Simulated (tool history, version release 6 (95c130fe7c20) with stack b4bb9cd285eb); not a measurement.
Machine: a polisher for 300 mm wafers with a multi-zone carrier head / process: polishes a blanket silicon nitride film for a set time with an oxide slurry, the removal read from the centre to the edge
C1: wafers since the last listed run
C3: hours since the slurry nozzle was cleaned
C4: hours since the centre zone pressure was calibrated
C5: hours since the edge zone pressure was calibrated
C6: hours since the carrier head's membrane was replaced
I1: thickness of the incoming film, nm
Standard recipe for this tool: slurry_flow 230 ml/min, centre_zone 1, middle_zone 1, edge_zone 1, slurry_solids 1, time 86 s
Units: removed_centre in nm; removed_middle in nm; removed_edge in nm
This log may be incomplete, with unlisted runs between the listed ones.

{"run": 1, "hour": 0.0, "slurry_flow": 230, "centre_zone": 1, "middle_zone": 1, "edge_zone": 1.11, "slurry_solids": 1, "time": 86, "C1": 0, "wafers polished on this pad": 450, "C3": 74, "C4": 64.1, "C5": 1358, "C6": 53, "I1": 474.4, "removed_centre": 37.5, "removed_middle": 38.6, "removed_edge": 41.4}
{"run": 2, "hour": 13.3, "slurry_flow": 175, "centre_zone": 1, "middle_zone": 1.05, "edge_zone": 1, "slurry_solids": 1, "time": 104, "C1": 76, "wafers polished on this pad": 527, "C3": 87.3, "C4": 77.4, "C5": 1371.3, "C6": 66.3, "I1": 478.6, "removed_centre": 44, "removed_middle": 46.3, "removed_edge": 47.1}
{"run": 3, "hour": 25.9, "slurry_flow": 230, "centre_zone": 0.96, "middle_zone": 1.05, "edge_zone": 1, "slurry_solids": 1, "time": 86, "C1": 72, "wafers polished on this pad": 600, "C3": 99.9, "C4": 90, "C5": 1383.9, "C6": 78.9, "I1": 489.4, "removed_centre": 35.8, "removed_middle": 39.7, "removed_edge": 40}
{"run": 4, "hour": 43.8, "slurry_flow": 305, "centre_zone": 1, "middle_zone": 1, "edge_zone": 0.96, "slurry_solids": 1, "time": 86, "C1": 103, "wafers polished on this pad": 703, "C3": 117.8, "C4": 107.9, "C5": 1401.8, "C6": 96.8, "I1": 484.4, "removed_centre": 37.6, "removed_middle": 39.2, "removed_edge": 39.5}
{"run": 5, "hour": 53.8, "slurry_flow": 230, "centre_zone": 1.06, "middle_zone": 1, "edge_zone": 1.08, "slurry_solids": 1, "time": 114, "C1": 57, "wafers polished on this pad": 761, "C3": 127.8, "C4": 117.9, "C5": 1411.8, "C6": 106.8, "I1": 477, "removed_centre": 54.1, "removed_middle": 50.8, "removed_edge": 54.5}
{"hour": 61.8, "done": "edge zone pressure recalibrated"}
{"run": 6, "hour": 67.0, "slurry_flow": 230, "centre_zone": 0.9, "middle_zone": 1, "edge_zone": 0.97, "slurry_solids": 1, "time": 71, "C1": 64, "wafers polished on this pad": 825, "C3": 141, "C4": 131.1, "C5": 5.2, "C6": 120, "I1": 474.9, "removed_centre": 27.5, "removed_middle": 31.7, "removed_edge": 33}
{"hour": 76.8, "done": "worn pad replaced by a new one"}
{"run": 7, "hour": 83.3, "slurry_flow": 230, "centre_zone": 1, "middle_zone": 1, "edge_zone": 1, "slurry_solids": 1, "time": 86, "C1": 70, "wafers polished on this pad": 37, "C3": 157.3, "C4": 147.4, "C5": 21.5, "C6": 136.3, "I1": 486.7, "removed_centre": 36.8, "removed_middle": 38.3, "removed_edge": 40.4}
{"run": 8, "hour": 97.0, "slurry_flow": 230, "centre_zone": 1.06, "middle_zone": 1, "edge_zone": 1.08, "slurry_solids": 1, "time": 114, "C1": 79, "wafers polished on this pad": 116, "C3": 171, "C4": 161.1, "C5": 35.2, "C6": 150, "I1": 476.4, "removed_centre": 52.1, "removed_middle": 50.7, "removed_edge": 55.6}
{"run": 9, "hour": 114.8, "slurry_flow": 230, "centre_zone": 1, "middle_zone": 0.94, "edge_zone": 1, "slurry_solids": 1, "time": 86, "C1": 102, "wafers polished on this pad": 219, "C3": 188.8, "C4": 178.9, "C5": 53, "C6": 167.8, "I1": 485.1, "removed_centre": 36.8, "removed_middle": 36.5, "removed_edge": 39.8}
{"run": 10, "hour": 122.1, "slurry_flow": 210, "centre_zone": 0.96, "middle_zone": 0.93, "edge_zone": 1.04, "slurry_solids": 1, "time": 86, "C1": 42, "wafers polished on this pad": 261, "C3": 196.1, "C4": 186.2, "C5": 60.3, "C6": 175.1, "I1": 483.5, "removed_centre": 35.3, "removed_middle": 35.9, "removed_edge": 40.1}
{"run": 11, "hour": 129.1, "slurry_flow": 230, "centre_zone": 1, "middle_zone": 1, "edge_zone": 1, "slurry_solids": 1, "time": 100, "C1": 40, "wafers polished on this pad": 301, "C3": 203.1, "C4": 193.2, "C5": 67.3, "C6": 182.1, "I1": 475.2, "removed_centre": 43.5, "removed_middle": 45.3, "removed_edge": 46.3}
{"run": 12, "hour": 138.1, "slurry_flow": 230, "centre_zone": 1, "middle_zone": 1, "edge_zone": 1.03, "slurry_solids": 1, "time": 86, "C1": 51, "wafers polished on this pad": 353, "C3": 212.1, "C4": 202.2, "C5": 76.3, "C6": 191.1, "I1": 477.2, "removed_centre": 37.3, "removed_middle": 38.3, "removed_edge": 40}
{"run": 13, "hour": 154.8, "slurry_flow": 280, "centre_zone": 1, "middle_zone": 1, "edge_zone": 1, "slurry_solids": 1, "time": 86, "C1": 96, "wafers polished on this pad": 449, "C3": 228.8, "C4": 218.9, "C5": 93, "C6": 207.8, "I1": 485.2, "removed_centre": 38, "removed_middle": 39.6, "removed_edge": 40.6}
{"run": 14, "hour": 172.7, "slurry_flow": 290, "centre_zone": 1, "middle_zone": 1, "edge_zone": 1, "slurry_solids": 1, "time": 86, "C1": 103, "wafers polished on this pad": 553, "C3": 246.7, "C4": 236.8, "C5": 110.9, "C6": 225.7, "I1": 487.3, "removed_centre": 37.7, "removed_middle": 39.3, "removed_edge": 40.3}
{"run": 15, "hour": 189.3, "slurry_flow": 230, "centre_zone": 1, "middle_zone": 0.92, "edge_zone": 1.06, "slurry_solids": 1, "time": 86, "C1": 95, "wafers polished on this pad": 649, "C3": 263.3, "C4": 253.4, "C5": 127.5, "C6": 242.3, "I1": 478, "removed_centre": 35.9, "removed_middle": 35.8, "removed_edge": 41.5}
{"run": 16, "hour": 206.4, "slurry_flow": 230, "centre_zone": 0.94, "middle_zone": 1, "edge_zone": 1, "slurry_solids": 0.85, "time": 86, "C1": 98, "wafers polished on this pad": 747, "C3": 280.4, "C4": 270.5, "C5": 144.6, "C6": 259.4, "I1": 480.2, "removed_centre": 30.6, "removed_middle": 34.3, "removed_edge": 35.6}
{"run": 17, "hour": 218.9, "slurry_flow": 230, "centre_zone": 1, "middle_zone": 1, "edge_zone": 1, "slurry_solids": 1, "time": 86, "C1": 72, "wafers polished on this pad": 819, "C3": 292.9, "C4": 283, "C5": 157.1, "C6": 271.9, "I1": 482.7, "removed_centre": 36, "removed_middle": 38.7, "removed_edge": 40.3}
{"run": 18, "hour": 229.2, "slurry_flow": 275, "centre_zone": 1, "middle_zone": 1.09, "edge_zone": 1, "slurry_solids": 1, "time": 86, "C1": 59, "wafers polished on this pad": 879, "C3": 303.2, "C4": 293.3, "C5": 167.4, "C6": 282.2, "I1": 487.1, "removed_centre": 36.3, "removed_middle": 42.6, "removed_edge": 40.5}
{"run": 19, "hour": 247.0, "slurry_flow": 270, "centre_zone": 1, "middle_zone": 1.09, "edge_zone": 1, "slurry_solids": 1, "time": 86, "C1": 102, "wafers polished on this pad": 982, "C3": 321, "C4": 311.1, "C5": 185.2, "C6": 300, "I1": 481.9, "removed_centre": 35.6, "removed_middle": 41.8, "removed_edge": 40.1}
{"run": 20, "hour": 254.6, "slurry_flow": 230, "centre_zone": 1, "middle_zone": 1.07, "edge_zone": 0.89, "slurry_solids": 1.25, "time": 86, "C1": 43, "wafers polished on this pad": 1025, "C3": 328.6, "C4": 318.7, "C5": 192.8, "C6": 307.6, "I1": 479, "removed_centre": 40.8, "removed_middle": 46.1, "removed_edge": 43}
{"hour": 261.3, "done": "worn pad replaced by a new one"}
{"run": 21, "hour": 264.6, "slurry_flow": 230, "centre_zone": 0.92, "middle_zone": 1, "edge_zone": 1, "slurry_solids": 1, "time": 69, "C1": 34, "wafers polished on this pad": 18, "C3": 338.6, "C4": 328.7, "C5": 202.8, "C6": 317.6, "I1": 479.2, "removed_centre": 26.4, "removed_middle": 30.9, "removed_edge": 31.8}
{"run": 22, "hour": 277.6, "slurry_flow": 230, "centre_zone": 1, "middle_zone": 1, "edge_zone": 1, "slurry_solids": 1, "time": 86, "C1": 75, "wafers polished on this pad": 93, "C3": 351.6, "C4": 341.7, "C5": 215.8, "C6": 330.6, "I1": 485.7, "removed_centre": 36, "removed_middle": 38.2, "removed_edge": 39.7}
{"run": 23, "hour": 285.6, "slurry_flow": 300, "centre_zone": 1, "middle_zone": 1, "edge_zone": 1.11, "slurry_solids": 1, "time": 86, "C1": 46, "wafers polished on this pad": 140, "C3": 359.6, "C4": 349.7, "C5": 223.8, "C6": 338.6, "I1": 481.4, "removed_centre": 37.2, "removed_middle": 39.3, "removed_edge": 43}

A few steps of removed_centre between consecutive runs. Split each: what settings, incoming material and random variation would produce without the hidden state, and what is left over for the hidden state, along with gauge scatter present in only one of the two compared results (measured, and without hidden state):
Hidden state at play: removal rate lost through wear of the pad, %; slurry flow missing at the pad, %; deviation of the centre zone's pressure from its setpoint, %; deviation of the edge zone's pressure from its setpoint, %.
Run 4 -> 5: slurry_flow 305 -> 230, centre_zone 1 -> 1.06, edge_zone 0.96 -> 1.08, time 86 -> 114. removed_centre +16.5 nm: hidden state -0.6, all else +17.1.
Run 5 -> 6: centre_zone 1.06 -> 0.9, edge_zone 1.08 -> 0.97, time 114 -> 71, edge zone pressure recalibrated. removed_centre -26.6 nm: hidden state +0.6, all else -27.2.
Run 20 -> 21: centre_zone 1 -> 0.92, middle_zone 1.07 -> 1, edge_zone 0.89 -> 1, slurry_solids 1.25 -> 1, time 86 -> 69, worn pad replaced by a new one. removed_centre -14.4 nm: hidden state +0.9, all else -15.3.
Run 21 -> 22: centre_zone 0.92 -> 1, time 69 -> 86. removed_centre +9.6 nm: hidden state -0.8, all else +10.4.

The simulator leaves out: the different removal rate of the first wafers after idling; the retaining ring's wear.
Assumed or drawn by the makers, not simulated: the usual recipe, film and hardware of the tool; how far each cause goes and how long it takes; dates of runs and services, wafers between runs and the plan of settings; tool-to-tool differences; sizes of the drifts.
